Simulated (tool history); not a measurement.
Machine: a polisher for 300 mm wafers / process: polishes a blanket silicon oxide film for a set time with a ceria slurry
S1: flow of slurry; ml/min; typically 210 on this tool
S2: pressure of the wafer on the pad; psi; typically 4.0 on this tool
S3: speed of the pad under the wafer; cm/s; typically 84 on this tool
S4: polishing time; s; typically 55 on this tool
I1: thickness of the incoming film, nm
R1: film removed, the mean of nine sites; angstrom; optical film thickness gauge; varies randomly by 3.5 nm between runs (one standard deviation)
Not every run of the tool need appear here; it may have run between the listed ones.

run,hour,S1,S2,S3,S4,I1,R1
1,0.0,210,4.0,106,55,1184.7,3402
# hour 31.1: worn pad replaced by a new one
# hour 36.8: slurry nozzle cleaned
2,38.2,210,4.0,106,55,1229.0,3603
3,138.5,210,4.0,106,55,1232.1,3563
4,194.8,210,4.4,84,55,1226.6,2861
# hour 204.5: worn pad replaced by a new one
5,256.5,155,4.0,84,55,1213.5,2766
6,284.9,155,4.0,84,55,1201.2,2775
# hour 324.0: head pressure recalibrated
7,351.4,155,4.0,84,55,1196.0,2614
8,410.1,210,3.4,72,55,1226.9,1874
# hour 415.8: worn pad replaced by a new one
9,451.0,210,5.1,68,55,1198.3,2917
10,584.2,210,4.0,84,55,1211.5,2586
# hour 594.2: worn pad replaced by a new one
# hour 600.9: slurry nozzle cleaned
11,632.9,210,4.9,110,55,1216.5,4516
12,694.7,210,4.0,84,55,1206.9,2780
13,757.4,190,2.9,84,55,1189.9,1908
# hour 794.1: worn pad replaced by a new one
14,824.0,210,4.0,84,55,1208.1,2891
15,850.0,210,5.1,66,55,1205.8,2874

Alternative continuations, all from the tool just after run 15; predict every row:
A,850.4,210,4.8,84,55,1203.2,?
B,850.4,210,5.3,84,55,1203.2,?
C,850.4,140,2.8,68,55,1203.2,?
D,850.4,210,4.5,70,55,1203.2,?

run,R1
A,3436
B,3794
C,1570
D,2694
Without the tool's hidden state the same runs would have given:
run,R1
A,3512
B,3878
C,1605
D,2753
